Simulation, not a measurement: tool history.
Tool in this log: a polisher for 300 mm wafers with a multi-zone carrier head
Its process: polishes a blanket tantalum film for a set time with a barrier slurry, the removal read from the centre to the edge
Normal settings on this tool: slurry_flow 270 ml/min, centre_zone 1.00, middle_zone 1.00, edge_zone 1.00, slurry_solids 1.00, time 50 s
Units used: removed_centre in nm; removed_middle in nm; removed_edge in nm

run,hour,slurry_flow,centre_zone,middle_zone,edge_zone,slurry_solids,time,wafers since the last listed run,wafers polished on this pad,hours since the slurry nozzle was cleaned,hours since the centre zone pressure was calibrated,hours since the edge zone pressure was calibrated,hours since the carrier head's membrane was replaced,"incoming thickness of the incoming film, nm",removed_centre,removed_middle,removed_edge
1,0.0,270,1.00,1.00,1.00,1.00,50,0,190,248.5,595.3,814.3,997.8,380.8,68.5,76.7,74.2
2,7.7,270,1.00,1.00,1.00,1.00,50,87,278,256.2,603.0,822.0,1005.5,385.4,67.9,76.1,74.7
3,17.7,270,1.00,1.00,1.00,1.00,50,114,392,266.2,613.0,832.0,1015.5,378.2,67.7,75.6,74.0
4,29.1,270,1.00,1.00,1.00,1.00,50,130,522,277.6,624.4,843.4,1026.9,381.3,67.3,76.5,73.6
5,39.1,270,1.00,1.00,1.00,1.00,50,114,636,287.6,634.4,853.4,1036.9,383.0,67.4,75.4,74.3
6,54.6,270,1.00,1.00,1.00,1.00,50,176,813,303.1,649.9,868.9,1052.4,382.8,67.0,75.4,74.9
# hour 68.5: centre zone pressure recalibrated
7,72.1,270,1.00,1.00,1.00,1.00,50,176,990,320.6,3.6,886.4,1069.9,382.9,76.8,76.3,74.1
# hour 77.4: slurry nozzle cleaned
8,79.6,270,1.00,1.00,1.00,1.00,39,74,1064,2.2,11.1,893.9,1077.4,379.1,64.4,63.0,60.8
9,91.7,205,1.00,1.00,1.00,1.00,62,137,1202,14.3,23.2,906.0,1089.5,378.2,97.6,95.3,92.5
# hour 98.1: worn pad replaced by a new one
10,98.6,270,1.00,1.00,1.00,1.00,50,33,5,21.2,30.1,912.9,1096.4,381.8,80.7,79.4,78.0
# hour 108.2: edge zone pressure recalibrated
11,108.7,330,1.00,0.93,1.00,0.85,50,92,98,31.3,40.2,0.5,1106.5,384.5,77.4,75.0,72.8
12,113.9,270,1.00,1.00,1.00,1.00,50,59,157,36.5,45.4,5.7,1111.7,383.2,80.1,81.2,76.6
13,121.2,270,1.00,1.00,1.00,1.00,50,83,240,43.8,52.7,13.0,1119.0,373.6,80.3,80.0,77.8
# hour 132.7: carrier head's membrane replaced by a new one
14,136.4,270,1.00,1.00,1.00,1.10,50,116,356,59.0,67.9,28.2,3.7,376.1,81.2,79.6,78.4
15,150.3,270,1.10,1.00,1.06,1.25,45,158,515,72.9,81.8,42.1,17.6,378.1,83.8,75.9,74.5
16,166.0,270,1.10,1.00,1.00,1.00,50,179,694,88.6,97.5,57.8,33.3,379.6,86.0,78.5,75.3
17,172.7,185,1.00,0.95,1.00,1.00,50,76,770,95.3,104.2,64.5,40.0,382.8,72.5,71.3,72.5

Forecast each of these 4 alternatives for the next run:
A,173.1,270,1.00,1.00,1.00,1.00,50,4,775,95.7,104.6,64.9,40.4,381.9,?,?,?
B,173.1,270,0.93,1.00,1.00,1.00,50,4,775,95.7,104.6,64.9,40.4,381.9,?,?,?
C,173.1,270,1.10,1.00,1.00,1.00,43,4,775,95.7,104.6,64.9,40.4,381.9,?,?,?
D,173.1,270,1.00,1.11,1.00,1.00,58,4,775,95.7,104.6,64.9,40.4,381.9,?,?,?

run,removed_centre,removed_middle,removed_edge
A,77.9,77.3,75.1
B,72.4,77.4,75.1
C,73.8,66.5,64.6
D,90.4,94.8,87.1
Take away the tool's hidden state, keep each run's random variation, and the runs would have read:
run,removed_centre,removed_middle,removed_edge
A,81.4,80.5,77.4
B,75.7,80.5,77.4
C,77.1,69.2,66.6
D,94.5,98.7,89.7
